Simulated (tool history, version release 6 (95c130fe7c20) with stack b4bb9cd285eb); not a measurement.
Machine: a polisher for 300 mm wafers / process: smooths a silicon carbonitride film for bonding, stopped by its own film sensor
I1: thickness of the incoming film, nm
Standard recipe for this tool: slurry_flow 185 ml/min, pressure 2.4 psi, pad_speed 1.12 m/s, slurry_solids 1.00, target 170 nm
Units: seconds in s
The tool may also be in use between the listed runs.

run 1 hour=0.0 | slurry_flow=185 pressure=2.4 pad_speed=1.12 slurry_solids=1.00 target=170 | I1=200.2 | seconds=112.2
-- hour=15.6 worn pad replaced by a new one
run 2 hour=50.1 | slurry_flow=185 pressure=2.4 pad_speed=1.12 slurry_solids=1.00 target=170 | I1=199.3 | seconds=103.4
run 3 hour=157.4 | slurry_flow=185 pressure=2.9 pad_speed=1.12 slurry_solids=1.00 target=170 | I1=200.8 | seconds=94.6
-- hour=212.7 slurry blender recalibrated
run 4 hour=248.5 | slurry_flow=185 pressure=2.9 pad_speed=1.12 slurry_solids=1.00 target=170 | I1=202.6 | seconds=99.8
run 5 hour=288.2 | slurry_flow=185 pressure=2.9 pad_speed=1.12 slurry_solids=1.00 target=170 | I1=198.9 | seconds=87.2
-- hour=308.7 slurry nozzle cleaned
run 6 hour=347.0 | slurry_flow=185 pressure=2.4 pad_speed=1.12 slurry_solids=1.00 target=170 | I1=201.2 | seconds=112.8
-- hour=369.1 head pressure recalibrated
run 7 hour=404.4 | slurry_flow=185 pressure=2.4 pad_speed=1.12 slurry_solids=1.00 target=170 | I1=201.1 | seconds=109.1
run 8 hour=455.9 | slurry_flow=185 pressure=2.8 pad_speed=1.12 slurry_solids=1.00 target=170 | I1=203.6 | seconds=105.5
run 9 hour=523.5 | slurry_flow=185 pressure=2.4 pad_speed=1.12 slurry_solids=1.00 target=170 | I1=200.2 | seconds=108.3
run 10 hour=582.9 | slurry_flow=185 pressure=2.4 pad_speed=1.12 slurry_solids=1.00 target=170 | I1=200.6 | seconds=110.8
-- hour=593.6 worn pad replaced by a new one
run 11 hour=658.4 | slurry_flow=225 pressure=2.4 pad_speed=1.12 slurry_solids=1.00 target=177 | I1=200.4 | seconds=81.0
run 12 hour=724.7 | slurry_flow=150 pressure=1.8 pad_speed=0.72 slurry_solids=1.20 target=170 | I1=201.5 | seconds=194.5
-- hour=740.8 slurry blender recalibrated
-- hour=835.4 slurry nozzle cleaned
run 13 hour=844.9 | slurry_flow=185 pressure=2.4 pad_speed=1.12 slurry_solids=1.00 target=166 | I1=200.2 | seconds=124.8
-- hour=900.4 head pressure recalibrated
run 14 hour=914.8 | slurry_flow=185 pressure=2.4 pad_speed=1.12 slurry_solids=1.00 target=170 | I1=199.9 | seconds=108.4
run 15 hour=1006.5 | slurry_flow=185 pressure=2.4 pad_speed=1.12 slurry_solids=1.00 target=170 | I1=197.7 | seconds=100.4
run 16 hour=1051.5 | slurry_flow=225 pressure=2.4 pad_speed=1.12 slurry_solids=1.15 target=170 | I1=202.8 | seconds=111.5
-- hour=1088.3 worn pad replaced by a new one
run 17 hour=1102.6 | slurry_flow=185 pressure=2.4 pad_speed=1.12 slurry_solids=1.00 target=170 | I1=197.8 | seconds=97.4
run 18 hour=1161.8 | slurry_flow=185 pressure=2.4 pad_speed=1.12 slurry_solids=1.00 target=170 | I1=200.9 | seconds=112.6
run 19 hour=1257.3 | slurry_flow=185 pressure=2.4 pad_speed=1.12 slurry_solids=1.00 target=170 | I1=195.9 | seconds=93.4
-- hour=1315.6 slurry blender recalibrated
run 20 hour=1362.5 | slurry_flow=185 pressure=2.0 pad_speed=1.12 slurry_solids=1.00 target=161 | I1=199.0 | seconds=163.6
-- hour=1380.5 slurry nozzle cleaned
run 21 hour=1400.2 | slurry_flow=185 pressure=2.4 pad_speed=1.12 slurry_solids=1.00 target=170 | I1=200.6 | seconds=111.3
-- hour=1416.3 head pressure recalibrated
run 22 hour=1469.2 | slurry_flow=230 pressure=2.7 pad_speed=1.32 slurry_solids=1.00 target=170 | I1=200.3 | seconds=84.6
run 23 hour=1514.2 | slurry_flow=185 pressure=2.4 pad_speed=1.12 slurry_solids=1.00 target=170 | I1=198.6 | seconds=103.6
-- hour=1595.1 worn pad replaced by a new one
run 24 hour=1600.4 | slurry_flow=185 pressure=2.6 pad_speed=0.96 slurry_solids=1.00 target=170 | I1=197.5 | seconds=105.7
run 25 hour=1700.1 | slurry_flow=185 pressure=3.2 pad_speed=1.12 slurry_solids=0.80 target=170 | I1=200.1 | seconds=91.3
run 26 hour=1754.5 | slurry_flow=185 pressure=2.4 pad_speed=1.12 slurry_solids=1.10 target=170 | I1=197.1 | seconds=94.6
run 27 hour=1792.4 | slurry_flow=185 pressure=2.8 pad_speed=1.32 slurry_solids=1.00 target=161 | I1=199.5 | seconds=106.2
run 28 hour=1830.2 | slurry_flow=135 pressure=2.4 pad_speed=1.30 slurry_solids=1.15 target=162 | I1=196.7 | seconds=114.2
-- hour=1903.2 slurry nozzle cleaned
-- hour=1938.9 slurry blender recalibrated
-- hour=2008.9 head pressure recalibrated
run 29 hour=2113.1 | slurry_flow=185 pressure=3.0 pad_speed=1.12 slurry_solids=1.00 target=170 | I1=197.0 | seconds=81.6
-- hour=2138.5 worn pad replaced by a new one
run 30 hour=2211.9 | slurry_flow=185 pressure=2.4 pad_speed=1.12 slurry_solids=1.00 target=170 | I1=201.4 | seconds=117.5

Hidden state, per run?
removal rate lost through wear of the pad, %: 0 on each run
slurry flow missing at the pad, %: 0 on each run
deviation of the head's pressure from its setpoint, %: 0 on each run
abrasive missing from the slurry, %: 0 on each run
